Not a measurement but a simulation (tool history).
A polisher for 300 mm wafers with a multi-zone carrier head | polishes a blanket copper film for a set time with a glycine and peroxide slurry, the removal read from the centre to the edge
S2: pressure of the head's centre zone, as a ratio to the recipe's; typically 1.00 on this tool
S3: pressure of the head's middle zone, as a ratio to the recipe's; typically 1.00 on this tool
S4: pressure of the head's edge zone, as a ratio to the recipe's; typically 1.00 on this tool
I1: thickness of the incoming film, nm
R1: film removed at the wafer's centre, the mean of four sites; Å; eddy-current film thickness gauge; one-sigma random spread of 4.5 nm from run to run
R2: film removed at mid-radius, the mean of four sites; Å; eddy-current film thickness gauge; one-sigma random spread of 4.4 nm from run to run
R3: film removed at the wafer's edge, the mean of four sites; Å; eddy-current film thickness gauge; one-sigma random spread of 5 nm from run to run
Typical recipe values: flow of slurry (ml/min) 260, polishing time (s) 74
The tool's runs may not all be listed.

{"run": 1, "hour": 0.0, "flow of slurry (ml/min)": 260, "S2": 1.06, "S3": 1.0, "S4": 1.0, "polishing time (s)": 74, "I1": 1738.3, "R1": 3916, "R2": 3783, "R3": 3700}
{"hour": 63.4, "done": "worn pad replaced by a new one"}
{"run": 2, "hour": 63.9, "flow of slurry (ml/min)": 260, "S2": 1.0, "S3": 1.0, "S4": 1.0, "polishing time (s)": 74, "I1": 1730.8, "R1": 3593, "R2": 3651, "R3": 3803}
{"run": 3, "hour": 123.6, "flow of slurry (ml/min)": 260, "S2": 1.0, "S3": 1.0, "S4": 1.0, "polishing time (s)": 74, "I1": 1713.9, "R1": 3429, "R2": 3698, "R3": 3680}
{"run": 4, "hour": 193.0, "flow of slurry (ml/min)": 260, "S2": 1.0, "S3": 1.0, "S4": 1.03, "polishing time (s)": 74, "I1": 1731.2, "R1": 3427, "R2": 3750, "R3": 3672}
{"hour": 227.9, "done": "worn pad replaced by a new one"}
{"hour": 313.4, "done": "carrier head's membrane replaced by a new one"}
{"run": 5, "hour": 357.7, "flow of slurry (ml/min)": 260, "S2": 1.0, "S3": 1.0, "S4": 1.03, "polishing time (s)": 74, "I1": 1735.6, "R1": 3354, "R2": 3700, "R3": 3726}
{"run": 6, "hour": 401.2, "flow of slurry (ml/min)": 260, "S2": 1.0, "S3": 1.0, "S4": 1.03, "polishing time (s)": 74, "I1": 1727.7, "R1": 3366, "R2": 3736, "R3": 3747}
{"hour": 410.7, "done": "worn pad replaced by a new one"}
{"run": 7, "hour": 469.6, "flow of slurry (ml/min)": 260, "S2": 1.0, "S3": 1.0, "S4": 1.0, "polishing time (s)": 74, "I1": 1709.0, "R1": 3321, "R2": 3683, "R3": 3683}
{"hour": 529.4, "done": "edge zone pressure recalibrated"}
{"hour": 622.7, "done": "worn pad replaced by a new one"}
{"run": 8, "hour": 625.9, "flow of slurry (ml/min)": 260, "S2": 1.0, "S3": 1.0, "S4": 1.0, "polishing time (s)": 74, "I1": 1700.9, "R1": 3331, "R2": 3665, "R3": 3731}
{"hour": 641.6, "done": "slurry nozzle cleaned"}
{"run": 9, "hour": 651.8, "flow of slurry (ml/min)": 260, "S2": 1.0, "S3": 1.0, "S4": 0.89, "polishing time (s)": 63, "I1": 1695.6, "R1": 2774, "R2": 3164, "R3": 3023}
{"run": 10, "hour": 692.5, "flow of slurry (ml/min)": 260, "S2": 1.0, "S3": 1.0, "S4": 1.0, "polishing time (s)": 74, "I1": 1699.4, "R1": 3217, "R2": 3702, "R3": 3761}
{"hour": 718.7, "done": "centre zone pressure recalibrated"}
{"run": 11, "hour": 753.7, "flow of slurry (ml/min)": 260, "S2": 0.93, "S3": 1.05, "S4": 1.0, "polishing time (s)": 92, "I1": 1743.8, "R1": 4147, "R2": 4759, "R3": 4563}
{"hour": 794.1, "done": "worn pad replaced by a new one"}
{"run": 12, "hour": 799.2, "flow of slurry (ml/min)": 320, "S2": 1.04, "S3": 1.0, "S4": 1.0, "polishing time (s)": 54, "I1": 1719.4, "R1": 2772, "R2": 2761, "R3": 2679}
{"run": 13, "hour": 856.6, "flow of slurry (ml/min)": 320, "S2": 1.04, "S3": 1.0, "S4": 1.08, "polishing time (s)": 96, "I1": 1741.2, "R1": 4786, "R2": 4937, "R3": 5101}
{"run": 14, "hour": 888.6, "flow of slurry (ml/min)": 305, "S2": 1.0, "S3": 1.08, "S4": 1.0, "polishing time (s)": 89, "I1": 1727.8, "R1": 4102, "R2": 4914, "R3": 4420}
{"run": 15, "hour": 927.1, "flow of slurry (ml/min)": 260, "S2": 0.96, "S3": 1.0, "S4": 1.0, "polishing time (s)": 74, "I1": 1735.8, "R1": 3277, "R2": 3719, "R3": 3724}
{"run": 16, "hour": 961.6, "flow of slurry (ml/min)": 260, "S2": 1.04, "S3": 1.0, "S4": 1.0, "polishing time (s)": 74, "I1": 1703.8, "R1": 3505, "R2": 3752, "R3": 3664}

A few steps of R1 between consecutive runs. Split each: what settings, incoming material and random variation would produce without the hidden state, and what is left over for the hidden state, along with gauge scatter present in only one of the two compared results (measured, and without hidden state):
Hidden state present: removal rate lost through wear of the pad, %; slurry flow missing at the pad, %; deviation of the centre zone's pressure from its setpoint, %; deviation of the edge zone's pressure from its setpoint, %.
Run 10 -> 11: S2 1.00 -> 0.93, S3 1.00 -> 1.05, polishing time (s) 74 -> 92, centre zone pressure recalibrated. R1 +930 Å: hidden state +311, all else +619.
Run 12 -> 13: S4 1.00 -> 1.08, polishing time (s) 54 -> 96. R1 +2014 Å: hidden state -162, all else +2176.

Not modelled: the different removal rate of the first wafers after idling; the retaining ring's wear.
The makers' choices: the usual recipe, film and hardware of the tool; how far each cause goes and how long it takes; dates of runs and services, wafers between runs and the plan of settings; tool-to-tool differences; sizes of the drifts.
